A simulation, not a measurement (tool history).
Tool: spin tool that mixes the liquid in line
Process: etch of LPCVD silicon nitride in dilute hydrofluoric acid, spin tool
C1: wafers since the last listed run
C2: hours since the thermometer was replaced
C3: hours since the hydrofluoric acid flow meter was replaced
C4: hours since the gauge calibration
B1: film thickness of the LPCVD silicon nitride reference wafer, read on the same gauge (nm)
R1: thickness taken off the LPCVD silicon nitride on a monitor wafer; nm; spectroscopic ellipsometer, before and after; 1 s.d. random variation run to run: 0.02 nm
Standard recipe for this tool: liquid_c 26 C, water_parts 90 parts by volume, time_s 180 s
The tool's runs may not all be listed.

Run 1, hour 0: usual settings but water_parts 100 parts by volume; C1 0; C2 1636.7; C3 1878.4; C4 118; B1 120.053. Result: R1 0.922 nm.
Run 2, hour 19.6: usual settings but water_parts 100 parts by volume; C1 93; C2 1656.3; C3 1898; C4 137.6; B1 120.027. Result: R1 0.916 nm.
Run 3, hour 84.2: usual settings; C1 307; C2 1720.9; C3 1962.6; C4 202.2; B1 120.012. Result: R1 1.018 nm.
Run 4, hour 113: usual settings; C1 136; C2 1749.7; C3 1991.4; C4 231; B1 120.021. Result: R1 1.017 nm.
Run 5, hour 143.3: usual settings; C1 144; C2 1780; C3 2021.7; C4 261.3; B1 120.006. Result: R1 1.046 nm.
Run 6, hour 168.4: usual settings but liquid_c 28 C; C1 119; C2 1805.1; C3 2046.8; C4 286.4; B1 119.984. Result: R1 1.167 nm.
Run 7, hour 201.6: usual settings but liquid_c 28 C; C1 157; C2 1838.3; C3 2080; C4 319.6; B1 119.94. Result: R1 1.166 nm.
At hour 206.9: hydrofluoric acid flow meter replaced.
Run 8, hour 215.3: usual settings but liquid_c 29.5 C, water_parts 60 parts by volume; C1 60; C2 1852; C3 8.4; C4 333.3; B1 119.998. Result: R1 1.938 nm.
Run 9, hour 241.1: usual settings but liquid_c 29.5 C, water_parts 60 parts by volume; C1 122; C2 1877.8; C3 34.2; C4 359.1; B1 120.002. Result: R1 1.95 nm.
At hour 331.5: gauge calibrated.
Run 10, hour 342.2: usual settings but water_parts 55 parts by volume; C1 480; C2 1978.9; C3 135.3; C4 10.7; B1 120.013. Result: R1 1.679 nm.
Run 11, hour 363.1: usual settings but liquid_c 22 C; C1 99; C2 1999.8; C3 156.2; C4 31.6; B1 120.024. Result: R1 0.774 nm.
Run 12, hour 385.6: usual settings; C1 106; C2 2022.3; C3 178.7; C4 54.1; B1 119.994. Result: R1 1.028 nm.
Run 13, hour 421.4: usual settings but liquid_c 29 C; C1 170; C2 2058.1; C3 214.5; C4 89.9; B1 119.947. Result: R1 1.267 nm.
At hour 441: thermometer replaced.
Run 14, hour 453.4: usual settings but liquid_c 21.5 C, water_parts 45 parts by volume, time_s 145 s; C1 147; C2 12.4; C3 246.5; C4 121.9; B1 119.997. Result: R1 1.187 nm.
Run 15, hour 475.9: usual settings; C1 106; C2 34.9; C3 269; C4 144.4; B1 120.004. Result: R1 1.034 nm.
Run 16, hour 511.6: usual settings but liquid_c 24.5 C, time_s 90 s; C1 169; C2 70.6; C3 304.7; C4 180.1; B1 119.969. Result: R1 0.459 nm.
Run 17, hour 535: usual settings but liquid_c 28 C, water_parts 120 parts by volume, time_s 100 s; C1 111; C2 94; C3 328.1; C4 203.5; B1 120.01. Result: R1 0.474 nm.
Run 18, hour 563.6: usual settings but liquid_c 21.5 C, water_parts 125 parts by volume, time_s 125 s; C1 136; C2 122.6; C3 356.7; C4 232.1; B1 120.027. Result: R1 0.382 nm.
Run 19, hour 575.7: usual settings but time_s 280 s; C1 57; C2 134.7; C3 368.8; C4 244.2; B1 119.98. Result: R1 1.609 nm.
Run 20, hour 593.6: usual settings but water_parts 105 parts by volume, time_s 95 s; C1 85; C2 152.6; C3 386.7; C4 262.1; B1 119.977. Result: R1 0.465 nm.
Run 21, hour 624.7: usual settings but time_s 85 s; C1 147; C2 183.7; C3 417.8; C4 293.2; B1 120.005. Result: R1 0.494 nm.

Each row is a separate what-if for the run after 21, all from the same tool condition, not one after another. Results?
Run A, hour 625.2: usual settings but water_parts 60 parts by volume; C1 2; C2 184.2; C3 418.3; C4 293.7; B1 ?. Result: R1 ?.
Run B, hour 625.2: usual settings but time_s 270 s; C1 2; C2 184.2; C3 418.3; C4 293.7; B1 ?. Result: R1 ?.
Run C, hour 625.2: usual settings but water_parts 110 parts by volume, time_s 240 s; C1 2; C2 184.2; C3 418.3; C4 293.7; B1 ?. Result: R1 ?.

run       B1     R1
  A  120.005  1.503
  B  120.005   1.51
  C  120.005    1.1
With no hidden state in the tool, these same runs would have given:
run     R1
  A  1.503
  B   1.51
  C    1.1
